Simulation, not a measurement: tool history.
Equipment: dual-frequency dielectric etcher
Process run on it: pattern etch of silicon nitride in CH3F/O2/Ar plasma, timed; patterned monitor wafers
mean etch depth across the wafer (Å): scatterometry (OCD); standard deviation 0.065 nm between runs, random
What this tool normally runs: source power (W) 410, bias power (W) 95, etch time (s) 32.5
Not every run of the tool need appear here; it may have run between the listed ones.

run    hour  source power (W)  bias power (W)  etch time (s)  wafers since the last listed run  hours since the last wet clean  hours since the last source power generator calibration  hours since the last bias power generator calibration  hours since the last upper electrode change  hours since the gauge calibration  read-back reference wafer on the same gauge, depth_nm  mean etch depth across the wafer (Å)
  1     0.0               410             109           36.0                                 0                             0.5                                                   2503.9                                                   15.2                                       4740.0                             1477.2                                                  24.01                                 295.9
  2    17.8               410              95           32.5                               200                            18.3                                                   2521.7                                                   33.0                                       4757.8                             1495.0                                                  23.99                                 256.9
  3    66.6               410              80           30.5                               548                            67.1                                                   2570.5                                                   81.8                                       4806.6                             1543.8                                                  24.00                                 228.5
      105.2  -- gauge calibrated
  4   106.1               410              95           32.5                               444                           106.6                                                   2610.0                                                  121.3                                       4846.1                                0.9                                                  24.01                                 256.5
  5   154.3               410             103           32.5                               541                           154.8                                                   2658.2                                                  169.5                                       4894.3                               49.1                                                  24.01                                 261.8
  6   261.6               410             103           32.5                              1206                           262.1                                                   2765.5                                                  276.8                                       5001.6                              156.4                                                  24.01                                 261.7
  7   353.1               410             103           32.5                              1028                           353.6                                                   2857.0                                                  368.3                                       5093.1                              247.9                                                  24.01                                 261.1
  8   409.0               490              80           37.0                               628                           409.5                                                   2912.9                                                  424.2                                       5149.0                              303.8                                                  24.00                                 302.5
      493.2  -- source power generator calibrated
  9   494.3               410              95           37.0                               914                           494.8                                                      1.1                                                  509.5                                       5234.3                              389.1                                                  24.00                                 298.4
 10   558.6               510             111           37.5                               723                           559.1                                                     65.4                                                  573.8                                       5298.6                              453.4                                                  23.99                                 352.0
      621.7  -- wet clean of the chamber
 11   664.1               410             119           23.0                               916                            42.4                                                    170.9                                                  679.3                                       5404.1                              558.9                                                  24.00                                 198.6
 12   743.5               500              73           28.5                               892                           121.8                                                    250.3                                                  758.7                                       5483.5                              638.3                                                  24.00                                 235.5
 13   823.1               410              74           23.5                               895                           201.4                                                    329.9                                                  838.3                                       5563.1                              717.9                                                  23.99                                 174.4
      855.1  -- upper electrode replaced
 14   868.2               460              95           32.5                               237                           246.5                                                    375.0                                                  883.4                                         13.1                              763.0                                                  24.01                                 274.5
 15   910.3               460             105           37.5                               473                           288.6                                                    417.1                                                  925.5                                         55.2                              805.1                                                  23.99                                 326.1
 16   967.5               410              95           32.5                               643                           345.8                                                    474.3                                                  982.7                                        112.4                              862.3                                                  24.01                                 259.0
 17  1017.2               410              95           32.5                               558                           395.5                                                    524.0                                                 1032.4                                        162.1                              912.0                                                  24.00                                 257.9
 18  1118.7               410              95           25.5                              1141                           497.0                                                    625.5                                                 1133.9                                        263.6                             1013.5                                                  24.01                                 203.2
     1188.8  -- wet clean of the chamber
 19  1226.1               410              95           32.5                               937                            37.3                                                    732.9                                                 1241.3                                        371.0                             1120.9                                                  24.00                                 256.2
 20  1304.8               410              95           41.0                               884                           116.0                                                    811.6                                                 1320.0                                        449.7                             1199.6                                                  24.01                                 322.7
     1343.3  -- gauge calibrated
 21  1364.5               410              95           32.5                               671                           175.7                                                    871.3                                                 1379.7                                        509.4                               21.2                                                  24.00                                 257.1
 22  1417.9               460             105           41.0                               600                           229.1                                                    924.7                                                 1433.1                                        562.8                               74.6                                                  24.00                                 354.4
 23  1474.0               410              84           27.5                               630                           285.2                                                    980.8                                                 1489.2                                        618.9                              130.7                                                  23.99                                 208.5
 24  1541.7               370             114           32.5                               761                           352.9                                                   1048.5                                                 1556.9                                        686.6                              198.4                                                  24.00                                 255.5
 25  1622.3               410             109           27.5                               906                           433.5                                                   1129.1                                                 1637.5                                        767.2                              279.0                                                  23.99                                 226.1
 26  1693.9               410              95           32.5                               805                           505.1                                                   1200.7                                                 1709.1                                        838.8                              350.6                                                  23.99                                 256.3
 27  1734.0               410              95           32.5                               450                           545.2                                                   1240.8                                                 1749.2                                        878.9                              390.7                                                  24.00                                 255.7
     1790.5  -- wet clean of the chamber
 28  1791.3               500              95           28.5                               374                             0.8                                                   1298.1                                                 1806.5                                        936.2                              448.0                                                  24.00                                 249.4
 29  1886.4               450              76           32.5                              1069                            95.9                                                   1393.2                                                 1901.6                                       1031.3                              543.1                                                  24.00                                 252.0

4 options for the next run, each taken on its own from the tool as it stands now. Forecast them:
  A  1886.8               380              95           32.5                                 4                            96.3                                                   1393.6                                                 1902.0                                       1031.7                              543.5                                                      ?                                     ?
  B  1886.8               410             118           32.5                                 4                            96.3                                                   1393.6                                                 1902.0                                       1031.7                              543.5                                                      ?                                     ?
  C  1886.8               410             114           32.5                                 4                            96.3                                                   1393.6                                                 1902.0                                       1031.7                              543.5                                                      ?                                     ?
  D  1886.8               410              95           36.5                                 4                            96.3                                                   1393.6                                                 1902.0                                       1031.7                              543.5                                                      ?                                     ?

run  read-back reference wafer on the same gauge, depth_nm  mean etch depth across the wafer (Å)
  A                                                  24.00                                 245.4
  B                                                  24.00                                 273.0
  C                                                  24.00                                 270.1
  D                                                  24.00                                 287.3
With no hidden state in the tool, these same runs would have given:
run  mean etch depth across the wafer (Å)
  A                                 252.3
  B                                 280.6
  C                                 277.6
  D                                 295.2

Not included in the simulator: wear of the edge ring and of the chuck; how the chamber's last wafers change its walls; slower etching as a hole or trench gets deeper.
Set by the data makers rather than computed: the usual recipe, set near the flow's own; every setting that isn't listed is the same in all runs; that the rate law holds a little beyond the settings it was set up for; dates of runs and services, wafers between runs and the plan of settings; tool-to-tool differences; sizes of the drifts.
